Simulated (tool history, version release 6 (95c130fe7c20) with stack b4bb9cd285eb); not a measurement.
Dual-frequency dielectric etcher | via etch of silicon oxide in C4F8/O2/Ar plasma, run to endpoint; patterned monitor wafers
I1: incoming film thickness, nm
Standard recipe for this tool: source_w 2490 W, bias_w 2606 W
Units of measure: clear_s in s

{"run": 1, "day": 0.0, "source_w": 2490, "bias_w": 2606, "I1": 2064.7, "clear_s": 350.3}
{"run": 2, "day": 0.254, "source_w": 2490, "bias_w": 2606, "I1": 2082.7, "clear_s": 354.5}
{"run": 3, "day": 0.812, "source_w": 2490, "bias_w": 2950, "I1": 2062.3, "clear_s": 338.7}
{"run": 4, "day": 1.542, "source_w": 2490, "bias_w": 2950, "I1": 2089.8, "clear_s": 340.7}
{"run": 5, "day": 2.583, "source_w": 2330, "bias_w": 2945, "I1": 2059.5, "clear_s": 331.7}
{"run": 6, "day": 2.788, "source_w": 2490, "bias_w": 2387, "I1": 2070.2, "clear_s": 338.9}
{"run": 7, "day": 3.075, "source_w": 2490, "bias_w": 2995, "I1": 2052.9, "clear_s": 317.0}
{"run": 8, "day": 3.675, "source_w": 2490, "bias_w": 2995, "I1": 2058.2, "clear_s": 319.1}
{"run": 9, "day": 4.171, "source_w": 2490, "bias_w": 2606, "I1": 2060.5, "clear_s": 332.2}
{"run": 10, "day": 4.55, "source_w": 2490, "bias_w": 2606, "I1": 2076.9, "clear_s": 334.3}
{"run": 11, "day": 5.979, "source_w": 2490, "bias_w": 2606, "I1": 2046.3, "clear_s": 328.9}
{"run": 12, "day": 6.525, "source_w": 2490, "bias_w": 2606, "I1": 2074.0, "clear_s": 331.8}
{"run": 13, "day": 7.025, "source_w": 2150, "bias_w": 2891, "I1": 2079.2, "clear_s": 357.0}
{"run": 14, "day": 7.458, "source_w": 2990, "bias_w": 2775, "I1": 2048.1, "clear_s": 292.7}
{"run": 15, "day": 8.121, "source_w": 2830, "bias_w": 1973, "I1": 2044.8, "clear_s": 331.1}
{"run": 16, "day": 9.717, "source_w": 2710, "bias_w": 2339, "I1": 2039.2, "clear_s": 321.6}
{"run": 17, "day": 9.733, "source_w": 2990, "bias_w": 2606, "I1": 2075.5, "clear_s": 293.9}
{"run": 18, "day": 9.75, "source_w": 2100, "bias_w": 2926, "I1": 2036.9, "clear_s": 364.6}
{"run": 19, "day": 10.238, "source_w": 2990, "bias_w": 2775, "I1": 2049.4, "clear_s": 285.5}
{"run": 20, "day": 10.417, "source_w": 2730, "bias_w": 2808, "I1": 2075.2, "clear_s": 307.8}
{"run": 21, "day": 10.85, "source_w": 2050, "bias_w": 3164, "I1": 2048.2, "clear_s": 370.5}
{"run": 22, "day": 11.546, "source_w": 2490, "bias_w": 2606, "I1": 2072.3, "clear_s": 344.0}
{"run": 23, "day": 12.058, "source_w": 3110, "bias_w": 2606, "I1": 2075.6, "clear_s": 289.7}
{"run": 24, "day": 12.35, "source_w": 2230, "bias_w": 2034, "I1": 2071.7, "clear_s": 409.4}
{"run": 25, "day": 12.725, "source_w": 2490, "bias_w": 2606, "I1": 2068.6, "clear_s": 340.8}
{"run": 26, "day": 13.058, "source_w": 2490, "bias_w": 3238, "I1": 2064.9, "clear_s": 315.9}
{"run": 27, "day": 13.404, "source_w": 2990, "bias_w": 3126, "I1": 2067.7, "clear_s": 277.2}
{"run": 28, "day": 13.867, "source_w": 2490, "bias_w": 2606, "I1": 2058.9, "clear_s": 339.5}
{"run": 29, "day": 14.396, "source_w": 2490, "bias_w": 2606, "I1": 2065.4, "clear_s": 338.5}
{"run": 30, "day": 14.85, "source_w": 1960, "bias_w": 2151, "I1": 2079.2, "clear_s": 456.8}
{"run": 31, "day": 15.471, "source_w": 2950, "bias_w": 2403, "I1": 2049.2, "clear_s": 309.1}
{"run": 32, "day": 16.129, "source_w": 2670, "bias_w": 2011, "I1": 2080.2, "clear_s": 355.9}
{"run": 33, "day": 17.4, "source_w": 2490, "bias_w": 2606, "I1": 2069.9, "clear_s": 342.0}
{"run": 34, "day": 17.788, "source_w": 2490, "bias_w": 2606, "I1": 2044.4, "clear_s": 339.6}
{"run": 35, "day": 18.338, "source_w": 1880, "bias_w": 3031, "I1": 2076.1, "clear_s": 428.4}
{"run": 36, "day": 18.696, "source_w": 2770, "bias_w": 2077, "I1": 2056.1, "clear_s": 340.8}

Not shown here: 4 entries made in the log between runs. Locate each between two listed runs and compare the hidden state at the listed run before it with the hidden state at the listed run after it:
After run 4, before run 5: wet clean of the chamber (day 2.562)
  etch rate over this chamber's usual, %: -6.03 -> -0.412
  measured result minus the result with no hidden state, clear_s: +20.6 -> +1.4 s
After run 9, before run 10: bias power generator calibrated (day 4.529)
  etch rate over this chamber's usual, %: -0.802 -> -0.895
  measured result minus the result with no hidden state, clear_s: +2.6 -> +3.0 s
After run 15, before run 16: upper electrode replaced, of another model than before (day 9.696)
  etch rate over this chamber's usual, %: -1.77 -> -2.16
  measured result minus the result with no hidden state, clear_s: +5.8 -> +7.0 s
After run 18, before run 19: source power generator calibrated (day 10.217)
  etch rate over this chamber's usual, %: -2.17 -> -2.29
  measured result minus the result with no hidden state, clear_s: +7.9 -> +6.6 s
